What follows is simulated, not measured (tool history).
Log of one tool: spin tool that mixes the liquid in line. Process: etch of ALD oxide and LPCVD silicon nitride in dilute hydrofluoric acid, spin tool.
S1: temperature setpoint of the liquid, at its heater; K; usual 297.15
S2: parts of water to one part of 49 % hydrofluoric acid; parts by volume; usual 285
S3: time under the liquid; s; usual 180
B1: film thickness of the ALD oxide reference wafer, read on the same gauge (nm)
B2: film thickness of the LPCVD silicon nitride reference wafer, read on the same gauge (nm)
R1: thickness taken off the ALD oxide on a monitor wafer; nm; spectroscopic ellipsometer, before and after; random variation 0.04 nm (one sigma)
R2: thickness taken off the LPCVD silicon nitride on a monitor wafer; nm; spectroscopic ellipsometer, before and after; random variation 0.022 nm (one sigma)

run     day      S1   S2   S3     B1       B2     R1     R2
  1       0  295.65  285  180  59.98  100.004   6.16   0.21
  2   0.583  295.65  285  180  59.98  100.008   6.23   0.27
  3   1.312  295.65  285  180  60.03  100.015   6.11  0.225
  4   2.296  297.15  285  180     60   100.01    6.5   0.31
      2.538  -- hydrofluoric acid flow meter replaced
  5     3.5  297.15  285  180     60  100.029   6.49  0.277
  6   4.021  297.15  250  125  59.99  100.017   5.31  0.208
  7   4.804  297.15  285  220     60  100.015   7.98  0.341
  8   6.008  299.65  285  180  59.99   99.994      7  0.296
  9   6.762  297.15  285  225     60  100.018   8.15  0.375
 10   7.717  293.65  285  180  60.01   99.997   5.72  0.221
 11   8.379  297.15  285  180  60.01   99.997    6.5  0.264
 12       9  292.65  235   85     60   100.02   3.32  0.112
 13  10.412  297.15  155   95     60   99.989   7.23  0.264
     10.817  -- thermometer replaced
 14  11.258  292.15  420  275  59.98   99.998   4.76  0.186
 15  12.438  294.15  285  180  60.03  100.001   5.46  0.223
     13.088  -- gauge calibrated
 16  13.446  293.65  370  265  59.99   99.996   5.68  0.234
 17   14.55  299.15  175  250  60.01   99.991  16.61  0.694
 18  17.933  297.15  285  180  59.99  100.016   6.13   0.24
 19  18.904  293.65  225  250  59.99   99.999  10.02  0.321
 20  19.458  299.65  360  115  59.99   99.996   3.16   0.13
 21  20.283  302.15  375  280     60  100.003    7.9  0.406

Forecast run 22:
 22  21.317  297.15  285  180   ?   ?   ?   ?

Run 22 gave B1 60.01, B2 100.006, R1 6.07 nm, R2 0.258 nm.
Without the tool's hidden state the same run would have given R1 6.82 nm, R2 0.316 nm.

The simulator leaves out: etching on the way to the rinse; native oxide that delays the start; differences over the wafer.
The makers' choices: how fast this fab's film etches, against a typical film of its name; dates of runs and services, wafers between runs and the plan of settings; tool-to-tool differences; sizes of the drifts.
